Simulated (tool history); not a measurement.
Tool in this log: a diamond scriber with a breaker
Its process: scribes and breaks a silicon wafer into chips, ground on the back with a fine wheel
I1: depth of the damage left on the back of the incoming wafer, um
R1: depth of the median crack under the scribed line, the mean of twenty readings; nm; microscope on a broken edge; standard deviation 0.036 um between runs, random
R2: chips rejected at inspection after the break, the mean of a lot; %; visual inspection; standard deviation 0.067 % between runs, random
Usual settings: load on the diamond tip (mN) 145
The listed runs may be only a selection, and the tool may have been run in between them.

Run 1, hour 0: usual settings; I1 2.88. Result: R1 8240 nm, R2 14.9 %.
Run 2, hour 9.3: usual settings; I1 2.04. Result: R1 8170 nm, R2 11.88 %.
Run 3, hour 24.9: usual settings; I1 2.67. Result: R1 8160 nm, R2 14.26 %.
Run 4, hour 40.3: usual settings but load on the diamond tip (mN) 116; I1 2.47. Result: R1 6570 nm, R2 45.88 %.
Run 5, hour 55.8: usual settings but load on the diamond tip (mN) 116; I1 2.53. Result: R1 6600 nm, R2 48.36 %.
Run 6, hour 71: usual settings but load on the diamond tip (mN) 133; I1 1.58. Result: R1 7480 nm, R2 23.77 %.
Run 7, hour 81.7: usual settings but load on the diamond tip (mN) 133; I1 2.29. Result: R1 7450 nm, R2 28.2 %.
At hour 89.7: diamond tip replaced by a new one.
Run 8, hour 96.4: usual settings but load on the diamond tip (mN) 133; I1 2.05. Result: R1 7700 nm, R2 20.3 %.
Run 9, hour 110.8: usual settings; I1 2.92. Result: R1 8270 nm, R2 14.67 %.
Run 10, hour 122: usual settings but load on the diamond tip (mN) 174; I1 2.56. Result: R1 9710 nm, R2 2.78 %.
Run 11, hour 145.6: usual settings but load on the diamond tip (mN) 173; I1 2.56. Result: R1 9660 nm, R2 2.85 %.
Run 12, hour 158.5: usual settings but load on the diamond tip (mN) 102; I1 2.63. Result: R1 5880 nm, R2 66.98 %.
At hour 171.4: load on the tip recalibrated.
Run 13, hour 171.9: usual settings but load on the diamond tip (mN) 129; I1 1.97. Result: R1 8820 nm, R2 5.1 %.
Run 14, hour 177.5: usual settings but load on the diamond tip (mN) 183; I1 1.92. Result: R1 12090 nm, R2 17.51 %.
Run 15, hour 194: usual settings but load on the diamond tip (mN) 105; I1 1.94. Result: R1 7160 nm, R2 34.42 %.
Run 16, hour 204.9: usual settings; I1 2.16. Result: R1 9660 nm, R2 1.75 %.
Run 17, hour 221.1: usual settings but load on the diamond tip (mN) 122; I1 2.33. Result: R1 8210 nm, R2 13.11 %.
Run 18, hour 230.2: usual settings; I1 1.5. Result: R1 9610 nm, R2 1.01 %.

Run by run, hidden condition taken away, random variation retained:
Hidden state at play: share of the diamond tip's cutting effectiveness lost through wear, %; deviation of the load on the tip from its setpoint, %.
run     R1     R2
  1   9730   3.59
  2   9670   1.52
  3   9690   2.88
  4   7830  18.55
  5   7890  19.42
  6   8990   3.36
  7   8980   5.04
  8   9000      4
  9   9680    3.9
 10  11370  11.38
 11  11340  10.94
 12   6910  41.05
 13   8730   5.91
 14  11980  16.27
 15   7140  34.97
 16   9670   1.75
 17   8260  12.32
 18   9710   0.95
